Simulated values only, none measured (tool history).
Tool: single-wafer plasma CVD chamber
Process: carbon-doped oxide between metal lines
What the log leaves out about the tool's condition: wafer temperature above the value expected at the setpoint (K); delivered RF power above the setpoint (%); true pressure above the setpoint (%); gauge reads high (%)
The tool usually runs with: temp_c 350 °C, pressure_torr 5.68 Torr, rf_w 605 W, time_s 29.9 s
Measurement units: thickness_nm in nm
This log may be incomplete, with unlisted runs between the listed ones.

| run | hour | temp_c | pressure_torr | rf_w | time_s | wafers since the last listed run | hours since the last thermocouple change | hours since the last RF generator calibration | hours since the last manometer calibration | hours since the showerhead was replaced | hours since the gauge calibration | read-back reference wafer on the same gauge, thickness_nm | thickness_nm |
|---|---|---|---|---|---|---|---|---|---|---|---|---|---|
| 1 | 0 | 350 | 5.68 | 605 | 29.9 | 0 | 959.7 | 1826.7 | 1440.2 | 8148.6 | 338 | 185.076 | 174.299 |
| 2 | 34.2 | 350 | 5.68 | 605 | 29.9 | 642 | 993.9 | 1860.9 | 1474.4 | 8182.8 | 372.2 | 185.01 | 174.438 |
| 3 | 46.6 | 350 | 5.68 | 605 | 29.9 | 233 | 1006.3 | 1873.3 | 1486.8 | 8195.2 | 384.6 | 185.129 | 174.872 |
|  | 68.2 | thermocouple changed; heater temperature recalibrated |
|  | 70.9 | RF generator calibrated |
| 4 | 71.4 | 350 | 5.68 | 570 | 31.6 | 264 | 3.2 | 0.5 | 1511.6 | 8220 | 409.4 | 184.858 | 186.049 |
| 5 | 106.3 | 350 | 5.68 | 570 | 31.6 | 656 | 38.1 | 35.4 | 1546.5 | 8254.9 | 444.3 | 184.874 | 185.992 |
| 6 | 125.6 | 355 | 5.68 | 605 | 29.9 | 362 | 57.4 | 54.7 | 1565.8 | 8274.2 | 463.6 | 184.869 | 179.248 |
| 7 | 150.7 | 355 | 5.68 | 605 | 29.9 | 471 | 82.5 | 79.8 | 1590.9 | 8299.3 | 488.7 | 185.121 | 179.636 |
|  | 151 | gauge calibrated |
| 8 | 170.7 | 355 | 5.68 | 605 | 29.9 | 375 | 102.5 | 99.8 | 1610.9 | 8319.3 | 19.7 | 184.795 | 177.83 |
| 9 | 200.4 | 350 | 5.68 | 605 | 29.9 | 558 | 132.2 | 129.5 | 1640.6 | 8349 | 49.4 | 185.094 | 181.12 |
| 10 | 217.7 | 350 | 5.68 | 605 | 34.5 | 325 | 149.5 | 146.8 | 1657.9 | 8366.3 | 66.7 | 185.023 | 206.291 |
| 11 | 230.4 | 350 | 5.06 | 700 | 29.9 | 238 | 162.2 | 159.5 | 1670.6 | 8379 | 79.4 | 184.984 | 191.674 |
| 12 | 242.5 | 350 | 5.68 | 605 | 29.9 | 227 | 174.3 | 171.6 | 1682.7 | 8391.1 | 91.5 | 184.966 | 178.472 |
| 13 | 271.8 | 350 | 5.04 | 650 | 29.9 | 550 | 203.6 | 200.9 | 1712 | 8420.4 | 120.8 | 185.336 | 184.142 |
|  | 292.2 | showerhead replaced |
| 14 | 297.9 | 350 | 5.68 | 605 | 25.5 | 340 | 229.7 | 227 | 1738.1 | 5.7 | 146.9 | 184.936 | 153.436 |
|  | 323.9 | capacitance manometer re-zeroed and calibrated |
| 15 | 329.8 | 350 | 5.68 | 605 | 29.9 | 449 | 261.6 | 258.9 | 5.9 | 37.6 | 178.8 | 185.027 | 179.787 |
| 16 | 356.1 | 355 | 5.68 | 605 | 29.9 | 494 | 287.9 | 285.2 | 32.2 | 63.9 | 205.1 | 185.174 | 176.265 |
| 17 | 369.7 | 350 | 5.68 | 545 | 29.9 | 255 | 301.5 | 298.8 | 45.8 | 77.5 | 218.7 | 185.046 | 168.619 |
| 18 | 385.3 | 350 | 5.68 | 565 | 32 | 293 | 317.1 | 314.4 | 61.4 | 93.1 | 234.3 | 185.208 | 183.259 |
| 19 | 418.3 | 350 | 5.68 | 680 | 33.1 | 620 | 350.1 | 347.4 | 94.4 | 126.1 | 267.3 | 185.071 | 208.853 |
| 20 | 438.1 | 350 | 6.42 | 605 | 29.9 | 372 | 369.9 | 367.2 | 114.2 | 145.9 | 287.1 | 185.12 | 180.767 |
| 21 | 452.2 | 336 | 5.68 | 605 | 29.9 | 265 | 384 | 381.3 | 128.3 | 160 | 301.2 | 185.334 | 186.482 |
| 22 | 482.2 | 350 | 5.68 | 605 | 34.5 | 563 | 414 | 411.3 | 158.3 | 190 | 331.2 | 185.35 | 205.548 |
| 23 | 518.2 | 350 | 5.68 | 560 | 25.8 | 676 | 450 | 447.3 | 194.3 | 226 | 367.2 | 184.829 | 148.083 |
| 24 | 537.9 | 355 | 5.68 | 605 | 29.9 | 370 | 469.7 | 467 | 214 | 245.7 | 386.9 | 185.205 | 175.145 |
| 25 | 570.7 | 350 | 5.68 | 605 | 29.9 | 616 | 502.5 | 499.8 | 246.8 | 278.5 | 419.7 | 184.804 | 177.9 |
| 26 | 597.9 | 343 | 5.68 | 710 | 28.3 | 511 | 529.7 | 527 | 274 | 305.7 | 446.9 | 185.318 | 187.395 |
|  | 602.8 | gauge calibrated |
| 27 | 623.4 | 350 | 5.68 | 605 | 35 | 479 | 555.2 | 552.5 | 299.5 | 331.2 | 20.6 | 184.968 | 207.54 |
| 28 | 655 | 350 | 5.68 | 605 | 29.9 | 594 | 586.8 | 584.1 | 331.1 | 362.8 | 52.2 | 184.987 | 177.454 |

How the hidden state differs across the entries between the runs, from the last listed run before each to the first after it:
Between runs 3 and 4: thermocouple changed; heater temperature recalibrated (hour 68.2); RF generator calibrated (hour 70.9)
  delivered RF power above the setpoint (%): -8.45 -> -0.911
  measured minus no-state result, thickness_nm: -8.557 -> -0.928 nm
Between runs 7 and 8: gauge calibrated (hour 151)
  delivered RF power above the setpoint (%): -1.84 -> -2.06
  measured minus no-state result, thickness_nm: -1.824 -> -2.023 nm
Between runs 13 and 14: showerhead replaced (hour 292.2)
  delivered RF power above the setpoint (%): -3.07 -> -3.31
  measured minus no-state result, thickness_nm: -3.143 -> -2.826 nm
Between runs 14 and 15: capacitance manometer re-zeroed and calibrated (hour 323.9)
  delivered RF power above the setpoint (%): -3.31 -> -3.58
  measured minus no-state result, thickness_nm: -2.826 -> -3.596 nm
Between runs 26 and 27: gauge calibrated (hour 602.8)
  delivered RF power above the setpoint (%): -5.46 -> -5.61
  measured minus no-state result, thickness_nm: -5.673 -> -6.593 nm
